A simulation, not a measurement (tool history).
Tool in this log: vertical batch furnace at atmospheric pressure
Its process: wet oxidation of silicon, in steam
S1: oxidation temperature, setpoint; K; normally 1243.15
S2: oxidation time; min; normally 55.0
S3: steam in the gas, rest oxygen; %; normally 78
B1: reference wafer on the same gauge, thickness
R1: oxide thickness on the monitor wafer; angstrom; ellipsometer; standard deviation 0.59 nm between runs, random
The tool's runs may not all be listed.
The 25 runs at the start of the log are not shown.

run 26 hour=1257.3 | S1=1219.15 S2=30.5 S3=73 | B1=259.00 | R1=1076.0
run 27 hour=1316.8 | S1=1243.15 S2=55.0 S3=78 | B1=258.99 | R1=2353.9
run 28 hour=1386.2 | S1=1253.15 S2=55.0 S3=78 | B1=259.19 | R1=2581.3
run 29 hour=1410.8 | S1=1243.15 S2=55.0 S3=69 | B1=259.10 | R1=2146.2
run 30 hour=1474.6 | S1=1236.15 S2=39.5 S3=81 | B1=258.87 | R1=1743.0
run 31 hour=1516.5 | S1=1262.15 S2=68.0 S3=84 | B1=258.87 | R1=3398.4
run 32 hour=1566.4 | S1=1267.15 S2=69.5 S3=85 | B1=259.00 | R1=3631.5
run 33 hour=1612.5 | S1=1243.15 S2=32.0 S3=78 | B1=258.90 | R1=1534.3
run 34 hour=1701.9 | S1=1243.15 S2=55.0 S3=78 | B1=259.07 | R1=2352.7

Alternative continuations, all from the tool just after run 34; predict every row:
run A hour=1706.7 | S1=1225.15 S2=55.0 S3=78 | B1=? | R1=?
run B hour=1706.7 | S1=1243.15 S2=46.5 S3=78 | B1=? | R1=?
run C hour=1706.7 | S1=1263.15 S2=55.0 S3=78 | B1=? | R1=?
run D hour=1706.7 | S1=1268.15 S2=64.0 S3=89 | B1=? | R1=?
run E hour=1706.7 | S1=1243.15 S2=35.5 S3=87 | B1=? | R1=?

run=A B1=258.90 R1=1974.5
run=B B1=258.90 R1=2068.6
run=C B1=258.90 R1=2804.4
run=D B1=258.90 R1=3561.2
run=E B1=258.90 R1=1824.1
The same runs, with their run-to-run variation unchanged, on a tool lacking any hidden condition would have given:
run=A R1=2010.5
run=B R1=2106.3
run=C R1=2855.1
run=D R1=3625.3
run=E R1=1857.3

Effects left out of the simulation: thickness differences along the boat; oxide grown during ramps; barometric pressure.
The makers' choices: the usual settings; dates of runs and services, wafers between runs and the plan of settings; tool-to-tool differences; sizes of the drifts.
